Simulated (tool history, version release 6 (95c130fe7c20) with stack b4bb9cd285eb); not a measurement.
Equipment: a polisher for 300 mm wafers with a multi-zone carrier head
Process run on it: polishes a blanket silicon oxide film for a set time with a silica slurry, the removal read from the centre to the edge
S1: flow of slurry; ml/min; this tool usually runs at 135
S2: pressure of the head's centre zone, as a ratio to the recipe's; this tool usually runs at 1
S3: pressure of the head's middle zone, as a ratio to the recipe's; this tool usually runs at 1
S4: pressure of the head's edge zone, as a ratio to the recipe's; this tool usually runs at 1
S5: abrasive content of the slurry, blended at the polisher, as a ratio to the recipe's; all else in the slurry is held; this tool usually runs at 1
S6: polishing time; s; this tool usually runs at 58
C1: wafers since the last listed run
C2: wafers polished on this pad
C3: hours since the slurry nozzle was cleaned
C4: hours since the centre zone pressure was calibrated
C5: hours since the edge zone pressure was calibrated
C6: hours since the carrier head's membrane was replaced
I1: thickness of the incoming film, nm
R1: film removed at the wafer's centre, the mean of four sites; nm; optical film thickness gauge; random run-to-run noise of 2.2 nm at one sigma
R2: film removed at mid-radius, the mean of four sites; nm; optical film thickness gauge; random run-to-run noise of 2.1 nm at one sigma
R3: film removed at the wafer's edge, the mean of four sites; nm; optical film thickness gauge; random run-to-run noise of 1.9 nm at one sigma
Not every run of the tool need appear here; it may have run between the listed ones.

Run 1, hour 0: usual settings but S1 180 ml/min, S4 0.91; C1 0; C2 1281; C3 619; C4 81.2; C5 302.3; C6 179.4; I1 831.5. Result: R1 193.4 nm, R2 200 nm, R3 186.2 nm.
Run 2, hour 31.2: usual settings but S1 120 ml/min, S6 45 s; C1 221; C2 1503; C3 650.2; C4 112.4; C5 333.5; C6 210.6; I1 826.2. Result: R1 144.9 nm, R2 147 nm, R3 146.6 nm.
Run 3, hour 56.1: usual settings; C1 176; C2 1679; C3 675.1; C4 137.3; C5 358.4; C6 235.5; I1 823.8. Result: R1 192.3 nm, R2 194.4 nm, R3 188.5 nm.
Run 4, hour 76.6: usual settings but S3 0.92, S4 0.96, S5 1.15, S6 48 s; C1 145; C2 1825; C3 695.6; C4 157.8; C5 378.9; C6 256; I1 804.4. Result: R1 172.3 nm, R2 160.2 nm, R3 169.6 nm.
Run 5, hour 89.6: usual settings but S2 0.88; C1 92; C2 1917; C3 708.6; C4 170.8; C5 391.9; C6 269; I1 819.3. Result: R1 166 nm, R2 188.6 nm, R3 191.7 nm.
At hour 97.9: worn pad replaced by a new one.
Run 6, hour 119.7: usual settings; C1 185; C2 154; C3 738.7; C4 200.9; C5 422; C6 299.1; I1 815.4. Result: R1 184.8 nm, R2 196.7 nm, R3 189.1 nm.
Run 7, hour 148.7: usual settings but S5 0.9, S6 46 s; C1 205; C2 360; C3 767.7; C4 229.9; C5 451; C6 328.1; I1 812.3. Result: R1 137.4 nm, R2 143.1 nm, R3 137.6 nm.
Run 8, hour 180.3: usual settings but S3 1.04; C1 224; C2 584; C3 799.3; C4 261.5; C5 482.6; C6 359.7; I1 825.7. Result: R1 192.6 nm, R2 201 nm, R3 188.5 nm.
Run 9, hour 210.5: usual settings; C1 214; C2 799; C3 829.5; C4 291.7; C5 512.8; C6 389.9; I1 820.8. Result: R1 191.2 nm, R2 196.2 nm, R3 190.7 nm.
At hour 228.7: slurry nozzle cleaned.
Run 10, hour 234: usual settings but S4 1.05, S5 1.2; C1 159; C2 958; C3 5.3; C4 315.2; C5 536.3; C6 413.4; I1 830.3. Result: R1 209.5 nm, R2 217.2 nm, R3 219.4 nm.
Run 11, hour 257.6: usual settings but S1 170 ml/min, S3 1.09, S6 49 s; C1 167; C2 1126; C3 28.9; C4 338.8; C5 559.9; C6 437; I1 827. Result: R1 162.6 nm, R2 182.5 nm, R3 163.6 nm.
Run 12, hour 282.3: usual settings; C1 175; C2 1301; C3 53.6; C4 363.5; C5 584.6; C6 461.7; I1 821.8. Result: R1 192.1 nm, R2 190 nm, R3 186.6 nm.
Run 13, hour 302.9: usual settings but S3 0.91; C1 146; C2 1448; C3 74.2; C4 384.1; C5 605.2; C6 482.3; I1 826. Result: R1 190.3 nm, R2 177.6 nm, R3 191.9 nm.
Run 14, hour 334.9: usual settings but S1 150 ml/min, S2 0.89, S6 72 s; C1 227; C2 1675; C3 106.2; C4 416.1; C5 637.2; C6 514.3; I1 806.7. Result: R1 215.5 nm, R2 238.3 nm, R3 235.3 nm.
Run 15, hour 366.7: usual settings; C1 225; C2 1901; C3 138; C4 447.9; C5 669; C6 546.1; I1 831. Result: R1 191.4 nm, R2 196 nm, R3 191.6 nm.
At hour 379.8: worn pad replaced by a new one.
Run 16, hour 399.5: usual settings; C1 204; C2 139; C3 170.8; C4 480.7; C5 701.8; C6 578.9; I1 824.4. Result: R1 194.2 nm, R2 195.8 nm, R3 187 nm.
Run 17, hour 412.3: usual settings but S3 0.96; C1 90; C2 230; C3 183.6; C4 493.5; C5 714.6; C6 591.7; I1 818.1. Result: R1 188.1 nm, R2 185.9 nm, R3 190.5 nm.
At hour 427.3: carrier head's membrane replaced by a new one.
Run 18, hour 437.6: usual settings but S4 0.93, S5 1.2; C1 144; C2 374; C3 208.9; C4 518.8; C5 739.9; C6 10.3; I1 815.5. Result: R1 216.6 nm, R2 217 nm, R3 207.1 nm.
Run 19, hour 464.1: usual settings but S1 145 ml/min, S4 0.89; C1 188; C2 562; C3 235.4; C4 545.3; C5 766.4; C6 36.8; I1 819.9. Result: R1 196.3 nm, R2 191.1 nm, R3 182.9 nm.
Run 20, hour 490.4: usual settings; C1 186; C2 749; C3 261.7; C4 571.6; C5 792.7; C6 63.1; I1 818. Result: R1 195.8 nm, R2 186.8 nm, R3 188.5 nm.

Expected results for the next run?
Run 21, hour 514.9: usual settings but S1 180 ml/min, S2 1.11, S4 1.08; C1 173; C2 923; C3 286.2; C4 596.1; C5 817.2; C6 87.6; I1 828.2. Result: R1 ?, R2 ?, R3 ?.

{"run 21": {"R1": 228.9, "R2": 201.7, "R3": 201.7}}
The same run, on a tool lacking any hidden state, would have yielded R1 223.1 nm, R2 201.8 nm, R3 201.7 nm.
